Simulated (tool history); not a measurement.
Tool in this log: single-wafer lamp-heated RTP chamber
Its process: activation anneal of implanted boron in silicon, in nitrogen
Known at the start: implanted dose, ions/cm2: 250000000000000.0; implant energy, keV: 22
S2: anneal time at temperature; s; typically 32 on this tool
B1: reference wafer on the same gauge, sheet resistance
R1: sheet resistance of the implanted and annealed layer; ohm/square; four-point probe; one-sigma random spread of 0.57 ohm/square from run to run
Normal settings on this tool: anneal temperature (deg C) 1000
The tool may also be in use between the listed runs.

Run 1, hour 0: usual settings; B1 392.9. Result: R1 375.93 ohm/square.
Run 2, hour 44.3: usual settings; B1 392.7. Result: R1 375.58 ohm/square.
Run 3, hour 82.1: usual settings; B1 393.09. Result: R1 378.09 ohm/square.
Run 4, hour 214.3: usual settings; B1 392.86. Result: R1 376.51 ohm/square.
Run 5, hour 260.6: usual settings; B1 393.01. Result: R1 377.94 ohm/square.
Run 6, hour 293.5: usual settings but anneal temperature (deg C) 985; B1 393.09. Result: R1 381.2 ohm/square.
Run 7, hour 356.5: usual settings but anneal temperature (deg C) 985; B1 392.62. Result: R1 379.72 ohm/square.
Run 8, hour 381.8: usual settings but anneal temperature (deg C) 985; B1 393.27. Result: R1 380.74 ohm/square.
Run 9, hour 448.5: usual settings but anneal temperature (deg C) 1028; B1 392.83. Result: R1 374.3 ohm/square.
Run 10, hour 506.8: usual settings but anneal temperature (deg C) 1019, S2 44 s; B1 392.92. Result: R1 372.45 ohm/square.
Run 11, hour 577.9: usual settings but anneal temperature (deg C) 1012, S2 25 s; B1 393. Result: R1 375.26 ohm/square.
Run 12, hour 625.7: usual settings but anneal temperature (deg C) 1030, S2 25 s; B1 393.11. Result: R1 374.4 ohm/square.
Run 13, hour 649.8: usual settings; B1 393.01. Result: R1 375.68 ohm/square.
Run 14, hour 717.6: usual settings but anneal temperature (deg C) 982, S2 14 s; B1 393.07. Result: R1 385.94 ohm/square.
Run 15, hour 774.9: usual settings; B1 393.24. Result: R1 375.72 ohm/square.
Run 16, hour 834.7: usual settings but anneal temperature (deg C) 989; B1 393.08. Result: R1 380.32 ohm/square.
Run 17, hour 876.9: usual settings but anneal temperature (deg C) 1016, S2 46 s; B1 392.8. Result: R1 372.95 ohm/square.

Taken out of this log: 7 entries between the listed runs. Where each belongs, and how the hidden state differs across it:
Run 2 -> run 3: pyrometer window cleaned and pyrometer calibrated (hour 70.8)
  true wafer temperature minus pyrometer reading, K: 12.2 -> 2.64
  measured minus no-state result, R1: -2.68 -> -0.76 ohm/square
Run 4 -> run 5: pyrometer window cleaned and pyrometer calibrated (hour 256.9)
  true wafer temperature minus pyrometer reading, K: 12 -> 0.981
  measured minus no-state result, R1: -2.65 -> -0.29 ohm/square
Run 8 -> run 9: pyrometer window cleaned and pyrometer calibrated (hour 448)
  true wafer temperature minus pyrometer reading, K: 11.3 -> 0.478
  measured minus no-state result, R1: -5.82 -> -0.04 ohm/square
Run 10 -> run 11: reflector plate cleaned (hour 526.4)
  true wafer temperature minus pyrometer reading, K: 8.37 -> 11.6
  measured minus no-state result, R1: -0.7 -> -1.4 ohm/square
Run 11 -> run 12: pyrometer window cleaned and pyrometer calibrated (hour 598.2)
  true wafer temperature minus pyrometer reading, K: 11.6 -> 6.45
  measured minus no-state result, R1: -1.4 -> -0.38 ohm/square
Run 12 -> run 13: gauge calibrated (hour 633.9)
  true wafer temperature minus pyrometer reading, K: 6.45 -> 9.12
  measured minus no-state result, R1: -0.38 -> -2.18 ohm/square
Run 15 -> run 16: pyrometer window cleaned and pyrometer calibrated (hour 790.9)
  true wafer temperature minus pyrometer reading, K: 13.7 -> 7.22
  measured minus no-state result, R1: -2.89 -> -3.33 ohm/square
